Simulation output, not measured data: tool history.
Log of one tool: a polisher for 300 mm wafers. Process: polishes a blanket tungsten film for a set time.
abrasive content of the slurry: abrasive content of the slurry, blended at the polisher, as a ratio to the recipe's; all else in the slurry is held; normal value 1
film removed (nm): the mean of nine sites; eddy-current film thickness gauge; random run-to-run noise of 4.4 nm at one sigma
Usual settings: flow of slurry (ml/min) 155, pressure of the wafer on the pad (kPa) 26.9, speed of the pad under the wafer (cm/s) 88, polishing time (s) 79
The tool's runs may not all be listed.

| run | hour | flow of slurry (ml/min) | pressure of the wafer on the pad (kPa) | speed of the pad under the wafer (cm/s) | abrasive content of the slurry | polishing time (s) | wafers since the last listed run | wafers polished on this pad | hours since the slurry nozzle was cleaned | hours since the head pressure was calibrated | hours since the slurry blender was calibrated | hours since the slurry got fresh peroxide | incoming thickness of the incoming film, nm | film removed (nm) |
|---|---|---|---|---|---|---|---|---|---|---|---|---|---|---|
| 1 | 0 | 155 | 26.9 | 88 | 1 | 79 | 0 | 157 | 15.8 | 1243.6 | 203.3 | 10.2 | 1326.2 | 297.6 |
| 2 | 14.3 | 155 | 20.7 | 88 | 1 | 79 | 168 | 325 | 30.1 | 1257.9 | 217.6 | 24.5 | 1303.3 | 229.2 |
| 3 | 30.3 | 155 | 26.9 | 80 | 1.2 | 79 | 188 | 513 | 46.1 | 1273.9 | 233.6 | 40.5 | 1295.3 | 275 |
| 4 | 62.5 | 155 | 26.9 | 88 | 1 | 79 | 378 | 892 | 78.3 | 1306.1 | 265.8 | 72.7 | 1295 | 288.6 |
| 5 | 76.4 | 155 | 26.9 | 88 | 1 | 79 | 163 | 1055 | 92.2 | 1320 | 279.7 | 86.6 | 1310.8 | 287.4 |
| 6 | 95.5 | 155 | 26.9 | 88 | 1 | 79 | 224 | 1280 | 111.3 | 1339.1 | 298.8 | 105.7 | 1301.1 | 290.8 |
|  | 110.3 | worn pad replaced by a new one |
| 7 | 122.6 | 195 | 26.9 | 88 | 0.9 | 79 | 271 | 145 | 138.4 | 1366.2 | 325.9 | 132.8 | 1323 | 300.8 |
|  | 136.1 | slurry nozzle cleaned, repeated, since the last time left the tool worse |
| 8 | 144.1 | 155 | 26.9 | 110 | 1 | 79 | 241 | 386 | 8 | 1387.7 | 347.4 | 154.3 | 1285.3 | 420.3 |
| 9 | 163.2 | 155 | 26.9 | 110 | 1 | 79 | 224 | 610 | 27.1 | 1406.8 | 366.5 | 173.4 | 1329.1 | 422 |
| 10 | 176.1 | 155 | 26.9 | 88 | 1 | 79 | 151 | 762 | 40 | 1419.7 | 379.4 | 186.3 | 1327.6 | 339.1 |
|  | 186.5 | slurry tank refilled with fresh slurry and peroxide |
| 11 | 197.8 | 115 | 19.3 | 88 | 1 | 79 | 243 | 1006 | 61.7 | 1441.4 | 401.1 | 11.3 | 1288.4 | 227.5 |
| 12 | 210.4 | 180 | 26.9 | 88 | 1 | 67 | 148 | 1154 | 74.3 | 1454 | 413.7 | 23.9 | 1319.8 | 291.8 |
|  | 213.7 | slurry blender recalibrated |
|  | 228.5 | head pressure recalibrated |
|  | 235.8 | worn pad replaced by a new one |
| 13 | 236.3 | 125 | 26.9 | 88 | 0.85 | 92 | 210 | 6 | 100.2 | 7.8 | 22.6 | 49.8 | 1309.6 | 363.6 |
| 14 | 316.3 | 155 | 20.7 | 62 | 1 | 79 | 940 | 947 | 180.2 | 87.8 | 102.6 | 129.8 | 1302.4 | 177.3 |
| 15 | 348.1 | 155 | 26.9 | 88 | 1 | 79 | 374 | 1321 | 212 | 119.6 | 134.4 | 161.6 | 1338.3 | 331.8 |
|  | 363.1 | worn pad replaced by a new one |
| 16 | 368.5 | 155 | 26.9 | 78 | 1.3 | 55 | 192 | 63 | 232.4 | 140 | 154.8 | 182 | 1322.9 | 219.4 |
| 17 | 384.4 | 155 | 26.9 | 88 | 1 | 79 | 187 | 250 | 248.3 | 155.9 | 170.7 | 197.9 | 1301.8 | 333.5 |
|  | 393.5 | slurry tank refilled with fresh slurry and peroxide |
| 18 | 401.1 | 155 | 26.9 | 88 | 1 | 79 | 184 | 435 | 265 | 172.6 | 187.4 | 7.6 | 1333.3 | 330.7 |
| 19 | 423.3 | 135 | 24.1 | 62 | 0.7 | 79 | 261 | 696 | 287.2 | 194.8 | 209.6 | 29.8 | 1302.4 | 185.1 |
| 20 | 435.8 | 155 | 35.2 | 98 | 1 | 71 | 147 | 843 | 299.7 | 207.3 | 222.1 | 42.3 | 1300.7 | 427.1 |
| 21 | 457.1 | 155 | 26.9 | 88 | 1 | 71 | 250 | 1093 | 321 | 228.6 | 243.4 | 63.6 | 1317.8 | 295.2 |
|  | 466.7 | slurry nozzle cleaned |
| 22 | 472.4 | 155 | 26.9 | 88 | 1 | 79 | 168 | 1262 | 5.7 | 243.9 | 258.7 | 78.9 | 1330.3 | 341 |
| 23 | 484.7 | 155 | 26.9 | 88 | 1 | 57 | 144 | 1406 | 18 | 256.2 | 271 | 91.2 | 1292.4 | 245.5 |
|  | 495.5 | worn pad replaced by a new one |
| 24 | 497.6 | 115 | 26.9 | 60 | 1.1 | 79 | 104 | 25 | 30.9 | 269.1 | 283.9 | 104.1 | 1302.8 | 214 |
| 25 | 514.7 | 105 | 35.2 | 88 | 1 | 79 | 201 | 226 | 48 | 286.2 | 301 | 121.2 | 1307.2 | 402.6 |

Hidden condition of the tool, last listed run before each entry between runs versus first listed run after:
Runs 6 to 7: worn pad replaced by a new one (hour 110.3)
  slurry flow missing at the pad, %: 49.3 -> 51.1
  measured less the result without the state, film removed (nm): -61.3 -> -54.1
Runs 7 to 8: slurry nozzle cleaned, repeated, since the last time left the tool worse (hour 136.1)
  slurry flow missing at the pad, %: 51.1 -> 1.19
  measured less the result without the state, film removed (nm): -54.1 -> -1
Runs 10 to 11: slurry tank refilled with fresh slurry and peroxide (hour 186.5)
  slurry flow missing at the pad, %: 3.34 -> 4.8
  measured less the result without the state, film removed (nm): -2.2 -> -2.9
Runs 12 to 13: slurry blender recalibrated (hour 213.7); head pressure recalibrated (hour 228.5); worn pad replaced by a new one (hour 235.8)
  slurry flow missing at the pad, %: 5.65 -> 7.39
  measured less the result without the state, film removed (nm): -2.8 -> -6.8
Runs 15 to 16: worn pad replaced by a new one (hour 363.1)
  slurry flow missing at the pad, %: 14.9 -> 16.3
  measured less the result without the state, film removed (nm): -11.1 -> -8.2
Runs 17 to 18: slurry tank refilled with fresh slurry and peroxide (hour 393.5)
  slurry flow missing at the pad, %: 17.4 -> 18.5
  measured less the result without the state, film removed (nm): -13.4 -> -14.4
Runs 21 to 22: slurry nozzle cleaned (hour 466.7)
  slurry flow missing at the pad, %: 22.3 -> 6.8
  measured less the result without the state, film removed (nm): -16.4 -> -4.6
Runs 23 to 24: worn pad replaced by a new one (hour 495.5)
  slurry flow missing at the pad, %: 7.63 -> 8.5
  measured less the result without the state, film removed (nm): -3.8 -> -5.1

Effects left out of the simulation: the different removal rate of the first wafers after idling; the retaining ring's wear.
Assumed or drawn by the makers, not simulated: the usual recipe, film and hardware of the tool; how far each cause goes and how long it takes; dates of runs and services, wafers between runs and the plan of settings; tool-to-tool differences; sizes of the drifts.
